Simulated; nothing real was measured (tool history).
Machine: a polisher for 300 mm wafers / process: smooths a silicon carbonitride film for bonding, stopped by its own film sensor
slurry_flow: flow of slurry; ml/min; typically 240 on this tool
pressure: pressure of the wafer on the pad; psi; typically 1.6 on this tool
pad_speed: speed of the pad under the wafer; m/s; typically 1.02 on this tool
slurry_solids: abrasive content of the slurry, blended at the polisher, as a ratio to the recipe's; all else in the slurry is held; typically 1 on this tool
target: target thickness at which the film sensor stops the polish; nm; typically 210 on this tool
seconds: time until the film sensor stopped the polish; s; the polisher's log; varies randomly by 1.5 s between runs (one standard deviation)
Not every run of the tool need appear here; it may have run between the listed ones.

run    hour  slurry_flow  pressure  pad_speed  slurry_solids  target  incoming thickness of the incoming film, nm  seconds
  1       0          240       1.6       1.02              1     210                                        231.6    100.9
  2    32.1          240       1.6       1.02              1     210                                          228     81.2
       86.1  -- slurry nozzle cleaned
  3   100.4          240       1.6       1.02              1     210                                        228.9     87.5
  4   137.5          240       1.6       1.02              1     210                                        230.7     95.4
  5   205.8          240       1.6       1.02              1     210                                        231.9    100.4
      220.7  -- worn pad replaced by a new one
  6   230.3          240       1.6       1.02              1     210                                        225.9     72.6
      272.3  -- slurry blender recalibrated
  7   281.2          240       1.6       1.02              1     210                                          231     96.3
  8   308.5          240       1.6       1.02              1     210                                        230.2     95.2
  9   347.4          240       1.6       1.02              1     210                                        230.5     96.4
        383  -- slurry nozzle cleaned
 10   401.8          240       1.9       1.02              1     210                                        232.4     90.1
 11   462.4          290       1.6       1.02              1     210                                        226.6     76.8
 12   513.3          290       1.6       1.02              1     210                                          230     93.2
      559.2  -- worn pad replaced by a new one
      589.2  -- slurry blender recalibrated
 13   635.9          290       1.6       1.02              1     210                                        230.8     95.5
 14   660.7          240         2       1.02              1     210                                        233.7     96.7
 15   720.7          240       1.6       1.12            1.1     210                                        230.7     90.3
      731.2  -- slurry nozzle cleaned
 16   768.4          240       1.4       1.02              1     210                                        232.1    119.8
 17   803.7          240       1.6       0.68            0.8     210                                        230.4    149.3
      852.9  -- head pressure recalibrated
      866.7  -- worn pad replaced by a new one
 18     874          240       1.6       1.02              1     210                                          232     97.8
 19   915.7          240       1.6       1.02              1     210                                        228.6     83.6
      924.3  -- slurry blender recalibrated
 20   973.2          240         2       0.88              1     210                                        229.8     84.8
     1039.4  -- slurry nozzle cleaned
 21  1039.9          240       1.6        0.7              1     210                                        227.1    103.4
 22  1105.3          190       1.9       1.36            0.9     210                                        229.7     72.1
     1143.7  -- worn pad replaced by a new one
 23  1174.7          240       1.4       1.02              1     203                                        232.5    155.3
 24  1215.2          240       1.6       1.38              1     215                                        229.7     54.6
     1232.7  -- slurry blender recalibrated
 25  1283.9          240       1.6       1.02            1.1     210                                        227.4     77.6
 26  1328.6          180       1.6       1.02              1     210                                          227     83.4
 27  1353.7          240       1.6       1.02              1     210                                          230     93.4
     1370.6  -- slurry nozzle cleaned
 28  1409.8          240       1.6       1.02              1     210                                        228.4     85.5
 29  1465.5          220       1.6       1.02            0.8     210                                        230.3    111.1
     1470.7  -- worn pad replaced by a new one
 30  1524.2          200       1.4       1.02              1     210                                        227.4     92.4

Below are 4 alternative next runs, each starting from the tool's condition after run 30. Predict each:
  A  1524.6          240       1.6       1.02              1     204                                        226.5        ?
  B  1524.6          240       1.6        0.9              1     210                                        226.5        ?
  C  1524.6          240       1.1       1.12              1     216                                        226.5        ?
  D  1524.6          240       1.6       1.36            1.1     210                                        226.5        ?

run  seconds
  A    108.2
  B     86.5
  C     61.1
  D     61.8
Take away the tool's hidden state, keep each run's random variation, and the runs would have read:
run  seconds
  A    101.2
  B     80.9
  C     57.2
  D     57.7
